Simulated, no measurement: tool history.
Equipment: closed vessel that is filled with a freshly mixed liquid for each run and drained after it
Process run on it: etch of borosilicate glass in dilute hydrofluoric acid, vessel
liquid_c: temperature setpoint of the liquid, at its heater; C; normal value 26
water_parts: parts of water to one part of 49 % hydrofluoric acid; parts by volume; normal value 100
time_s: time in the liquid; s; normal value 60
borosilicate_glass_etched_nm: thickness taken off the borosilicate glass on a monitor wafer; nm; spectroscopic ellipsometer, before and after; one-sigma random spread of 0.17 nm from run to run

run	hour	liquid_c	water_parts	time_s	read-back film thickness of the borosilicate glass reference wafer, read on the same gauge (nm)	borosilicate_glass_etched_nm
1	0	26	100	60	140.04	20.14
2	53.2	26	100	60	139.97	20.09
3	88.2	26	100	60	140.04	20.07
4	151.1	26	80	60	140	25.42
5	200.5	26	80	60	139.99	25.25
6	266.6	26	80	60	140.02	25.52
7	296.8	26	100	60	140.01	19.77
8	324.7	26	100	60	140.02	19.39
9	364.9	26	100	60	139.98	19.96
10	402	26	100	60	140.05	19.71
11	469	26	100	60	140.01	19.65
12	528.5	26	100	60	140	19.59
13	559.1	26	100	60	139.99	19.69
14	629.9	26	100	60	139.98	19.41
# hour 646.5: thermometer replaced
15	690.3	28.5	60	60	139.99	37.91
# hour 710: gauge calibrated
16	760.9	26	145	70	140.03	14.76
17	829.4	26	100	60	140.05	19.43
# hour 842.4: hydrofluoric acid flow meter replaced
18	1021.5	26	65	60	140.02	32.1
19	1076.3	26	100	60	140	20.04
20	1132.2	28.5	140	60	140.01	14.86
21	1198.7	26	100	60	139.97	20.11
22	1238.8	24.5	115	70	140	18.59
23	1285.2	23.5	85	60	140.01	21.95
24	1315.7	23.5	115	60	139.99	15.48
25	1487.8	23.5	125	60	139.99	14.1
26	1515.9	23.5	100	60	140.03	17.81
27	1544.6	26	100	60	139.99	20.05
28	1582.6	26	100	60	140	19.6
29	1653.6	30.5	80	30	140.02	14.95
30	1724.4	30.5	55	90	140.05	68.02

Predict each of these 3 candidate next runs independently; none follows another, all start after run 30:
A	1725.1	24	100	60	?	?
B	1725.1	21	100	45	?	?
C	1725.1	28	135	95	?	?

run	read-back film thickness of the borosilicate glass reference wafer, read on the same gauge (nm)	borosilicate_glass_etched_nm
A	140.02	17.96
B	140.02	11.94
C	140.02	23.47
Without the tool's unlogged condition, the same runs would have read:
run	borosilicate_glass_etched_nm
A	18.43
B	12.25
C	24.12
